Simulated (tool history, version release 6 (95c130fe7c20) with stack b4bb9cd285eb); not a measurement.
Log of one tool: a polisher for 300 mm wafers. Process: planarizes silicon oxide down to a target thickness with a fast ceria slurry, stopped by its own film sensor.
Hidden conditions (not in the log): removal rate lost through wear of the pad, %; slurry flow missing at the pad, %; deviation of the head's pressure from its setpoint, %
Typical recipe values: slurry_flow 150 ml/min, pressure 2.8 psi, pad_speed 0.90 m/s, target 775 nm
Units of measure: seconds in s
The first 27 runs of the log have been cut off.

run,day,slurry_flow,pressure,pad_speed,target,wafers since the last listed run,wafers polished on this pad,hours since the slurry nozzle was cleaned,hours since the head pressure was calibrated,"incoming thickness of the incoming film, nm",seconds
28,17.217,100,3.5,0.90,435,128,540,102.5,334.4,1881.7,91.0
29,17.871,150,3.7,0.64,519,138,679,118.2,350.1,1879.0,99.9
30,18.262,150,2.8,0.90,775,82,762,127.6,359.5,1877.8,79.6
31,18.617,150,2.8,0.90,775,75,837,136.1,368.0,1877.1,77.3
32,18.892,150,2.0,0.90,775,58,895,142.7,374.6,1863.0,108.1
# day 19.425: slurry nozzle cleaned, repeated, since the last time left the tool worse
33,19.621,165,2.8,0.60,775,145,1041,4.7,392.1,1882.2,98.6
34,20.275,115,2.5,0.90,775,138,1179,20.4,407.8,1852.0,80.7
35,20.679,165,3.8,0.76,1123,85,1265,30.1,417.5,1874.2,41.7
36,21.308,135,3.5,0.60,1141,133,1398,45.2,432.6,1844.3,53.5
# day 21.925: worn pad replaced by a new one
37,22.762,105,2.8,1.02,891,272,177,80.1,467.5,1839.8,58.8

Alternative continuations, all from the tool just after run 37; predict every row:
A,22.779,165,2.8,0.90,775,3,180,80.5,467.9,1891.7,?
B,22.779,125,2.0,1.02,775,3,180,80.5,467.9,1891.7,?
C,22.779,150,2.8,0.90,671,3,180,80.5,467.9,1891.7,?
D,22.779,125,2.8,1.16,959,3,180,80.5,467.9,1891.7,?

run,seconds
A,70.6
B,90.6
C,78.1
D,49.1
Without the tool's hidden state the same runs would have given:
run,seconds
A,70.3
B,90.1
C,77.7
D,48.9

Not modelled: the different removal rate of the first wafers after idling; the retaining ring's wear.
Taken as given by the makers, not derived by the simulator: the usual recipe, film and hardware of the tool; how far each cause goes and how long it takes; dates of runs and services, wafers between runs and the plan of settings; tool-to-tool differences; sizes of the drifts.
